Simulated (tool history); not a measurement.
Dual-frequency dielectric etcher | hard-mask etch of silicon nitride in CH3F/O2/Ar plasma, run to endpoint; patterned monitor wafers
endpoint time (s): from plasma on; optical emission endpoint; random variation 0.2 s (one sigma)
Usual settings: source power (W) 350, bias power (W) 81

run	hour	source power (W)	bias power (W)	wafers since the last listed run	hours since the last wet clean	hours since the last source power generator calibration	hours since the last bias power generator calibration	hours since the last upper electrode change	incoming incoming film thickness, nm	endpoint time (s)
1	0.0	350	69	0	446.0	2168.5	2995.8	3663.4	49.26	70.7
2	27.9	280	81	236	473.9	2196.4	3023.7	3691.3	48.68	69.9
3	59.5	350	81	267	505.5	2228.0	3055.3	3722.9	48.72	66.1
4	94.9	390	81	299	540.9	2263.4	3090.7	3758.3	48.75	63.6
5	159.6	390	81	547	605.6	2328.1	3155.4	3823.0	49.12	64.0
# hour 203.6: wet clean of the chamber
6	205.6	390	81	186	2.0	2374.1	3201.4	3869.0	49.15	65.9
7	264.2	350	81	496	60.6	2432.7	3260.0	3927.6	49.18	67.7
8	309.2	350	81	381	105.6	2477.7	3305.0	3972.6	48.66	67.3
9	337.2	350	81	237	133.6	2505.7	3333.0	4000.6	48.52	66.6
10	372.5	350	81	298	168.9	2541.0	3368.3	4035.9	48.51	66.7
11	410.8	350	81	324	207.2	2579.3	3406.6	4074.2	49.62	68.4
12	460.1	350	81	417	256.5	2628.6	3455.9	4123.5	48.79	66.8
# hour 566.3: upper electrode replaced
# hour 619.8: bias power generator calibrated
13	659.8	350	89	1453	456.2	2828.3	40.0	93.5	49.50	63.0
14	721.3	350	89	520	517.7	2889.8	101.5	155.0	49.42	62.7
15	750.8	440	90	249	547.2	2919.3	131.0	184.5	48.72	57.7
16	797.9	420	74	398	594.3	2966.4	178.1	231.6	48.39	62.6
# hour 851.6: wet clean of the chamber
17	852.1	350	81	255	0.5	3020.6	232.3	285.8	49.14	66.4
# hour 893.7: source power generator calibrated
18	901.6	410	81	385	50.0	7.9	281.8	335.3	48.67	63.0
19	968.5	400	81	566	116.9	74.8	348.7	402.2	49.69	64.0
20	1039.1	290	89	597	187.5	145.4	419.3	472.8	49.47	66.9
21	1094.4	410	93	468	242.8	200.7	474.6	528.1	49.21	59.8
22	1164.2	350	81	591	312.6	270.5	544.4	597.9	49.28	65.5
23	1218.5	410	81	459	366.9	324.8	598.7	652.2	49.23	62.2
24	1417.5	430	76	1685	565.9	523.8	797.7	851.2	48.56	62.2
# hour 1485.2: wet clean of the chamber
25	1485.7	430	64	374	0.5	592.0	865.9	919.4	49.08	68.5
26	1516.5	400	72	260	31.3	622.8	896.7	950.2	49.28	66.4
27	1550.7	300	92	289	65.5	657.0	930.9	984.4	49.21	65.3
28	1615.9	350	81	552	130.7	722.2	996.1	1049.6	48.76	65.2

The tool's hidden state at each run:
source power that arrives over what is set, %: 0 in every run
H1: etch rate over this chamber's usual, %
H2: bias power that arrives over what is set, %
run	H1	H2
1	1.82	-4.93
2	1.94	-5
3	2.08	-5.08
4	2.23	-5.17
5	2.51	-5.34
6	-0.249	-5.46
7	0.00251	-5.62
8	0.195	-5.74
9	0.315	-5.82
10	0.467	-5.92
11	0.631	-6.02
12	0.842	-6.17
13	1.7	0.344
14	1.96	0.34
15	2.09	0.338
16	2.29	0.331
17	-0.184	0.322
18	0.028	0.312
19	0.315	0.294
20	0.617	0.271
21	0.854	0.251
22	1.15	0.221
23	1.39	0.195
24	2.24	0.0794
25	0.168	0.0321
26	0.3	0.00942
27	0.447	-0.0166
28	0.726	-0.069
